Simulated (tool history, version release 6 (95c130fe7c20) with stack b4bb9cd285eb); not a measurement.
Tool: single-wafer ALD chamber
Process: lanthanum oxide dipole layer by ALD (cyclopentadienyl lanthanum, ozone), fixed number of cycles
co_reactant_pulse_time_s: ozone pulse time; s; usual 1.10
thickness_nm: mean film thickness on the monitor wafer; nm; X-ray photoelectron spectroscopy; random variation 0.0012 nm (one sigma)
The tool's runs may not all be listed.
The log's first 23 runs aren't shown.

run	hour	co_reactant_pulse_time_s	read-back reference wafer on the same gauge, thickness_nm	thickness_nm
24	1610.0	1.48	0.474	0.526
25	1715.9	0.77	0.474	0.397
26	1777.6	1.10	0.474	0.482
27	1864.9	1.21	0.474	0.497
28	1956.8	1.10	0.474	0.479
29	2061.0	1.46	0.474	0.520
30	2160.7	0.73	0.474	0.378
31	2198.8	0.98	0.474	0.454
32	2268.6	0.90	0.474	0.435
33	2309.1	0.94	0.474	0.445
# hour 2341.0: gauge calibrated
34	2367.7	0.97	0.474	0.452
# hour 2403.4: ozone generator serviced
35	2428.1	0.74	0.474	0.396

3 ways to go on from here, each from the tool as it stands after run 35. What would each give?
A	2428.5	1.10	?	?
B	2428.5	1.25	?	?
C	2428.5	0.84	?	?

run	read-back reference wafer on the same gauge, thickness_nm	thickness_nm
A	0.474	0.491
B	0.474	0.511
C	0.474	0.432
Without the tool's hidden state the same runs would have given:
run	thickness_nm
A	0.492
B	0.512
C	0.434
